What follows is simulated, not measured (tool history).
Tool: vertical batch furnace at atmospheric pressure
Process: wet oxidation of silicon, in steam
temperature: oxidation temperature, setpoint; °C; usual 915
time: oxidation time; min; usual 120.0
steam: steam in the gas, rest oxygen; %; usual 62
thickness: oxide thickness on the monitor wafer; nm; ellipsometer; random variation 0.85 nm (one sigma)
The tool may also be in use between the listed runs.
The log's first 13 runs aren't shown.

| run | hour | temperature | time | steam | read-back reference wafer on the same gauge, thickness | thickness |
|---|---|---|---|---|---|---|
| 14 | 556.2 | 915 | 120.0 | 62 | 246.09 | 216.81 |
| 15 | 582.7 | 923 | 71.0 | 67 | 245.71 | 163.05 |
| 16 | 619.4 | 938 | 167.5 | 70 | 245.73 | 389.13 |
| 17 | 654.6 | 905 | 120.0 | 74 | 246.02 | 226.25 |
| 18 | 688.5 | 915 | 120.0 | 62 | 245.90 | 219.38 |
| 19 | 750.0 | 915 | 175.0 | 70 | 245.98 | 327.94 |
| 20 | 780.8 | 905 | 120.0 | 62 | 246.06 | 196.06 |
| 21 | 835.3 | 930 | 69.5 | 73 | 246.00 | 186.18 |
| 22 | 893.5 | 915 | 156.5 | 62 | 245.98 | 275.14 |
| 23 | 943.7 | 890 | 143.5 | 53 | 246.02 | 164.81 |
|  | 971.3 | thermocouples replaced and temperature profile calibrated |
| 24 | 1014.7 | 891 | 76.5 | 72 | 246.21 | 117.88 |
| 25 | 1057.7 | 915 | 120.0 | 53 | 246.10 | 185.41 |
| 26 | 1128.2 | 923 | 103.5 | 55 | 245.99 | 183.51 |
| 27 | 1193.8 | 906 | 120.0 | 58 | 246.12 | 178.52 |
|  | 1239.1 | steam generator serviced |
| 28 | 1239.6 | 915 | 120.0 | 62 | 246.14 | 211.45 |
| 29 | 1392.2 | 915 | 120.0 | 62 | 245.85 | 210.09 |
| 30 | 1464.2 | 931 | 120.0 | 57 | 245.67 | 232.63 |
| 31 | 1516.6 | 915 | 120.0 | 62 | 245.78 | 209.18 |
| 32 | 1586.1 | 935 | 89.0 | 62 | 246.15 | 203.75 |
| 33 | 1642.6 | 915 | 160.0 | 62 | 245.88 | 269.24 |
| 34 | 1702.1 | 899 | 120.0 | 67 | 246.04 | 185.85 |
| 35 | 1756.4 | 925 | 65.5 | 62 | 246.05 | 141.31 |
| 36 | 1788.2 | 915 | 120.0 | 62 | 245.93 | 213.46 |
| 37 | 1851.2 | 940 | 67.5 | 51 | 245.98 | 143.76 |

5 ways to go on from here, each from the tool as it stands after run 37. What would each give?
| A | 1856.4 | 915 | 104.0 | 62 | ? | ? |
| B | 1856.4 | 932 | 120.0 | 62 | ? | ? |
| C | 1856.4 | 928 | 70.5 | 58 | ? | ? |
| D | 1856.4 | 915 | 68.5 | 62 | ? | ? |
| E | 1856.4 | 900 | 70.5 | 52 | ? | ? |

| run | read-back reference wafer on the same gauge, thickness | thickness |
|---|---|---|
| A | 246.02 | 187.48 |
| B | 246.02 | 251.77 |
| C | 246.02 | 146.53 |
| D | 246.02 | 130.43 |
| E | 246.02 | 93.46 |
Without the tool's hidden state the same runs would have given:
| run | thickness |
|---|---|
| A | 184.50 |
| B | 248.34 |
| C | 144.25 |
| D | 128.21 |
| E | 91.50 |
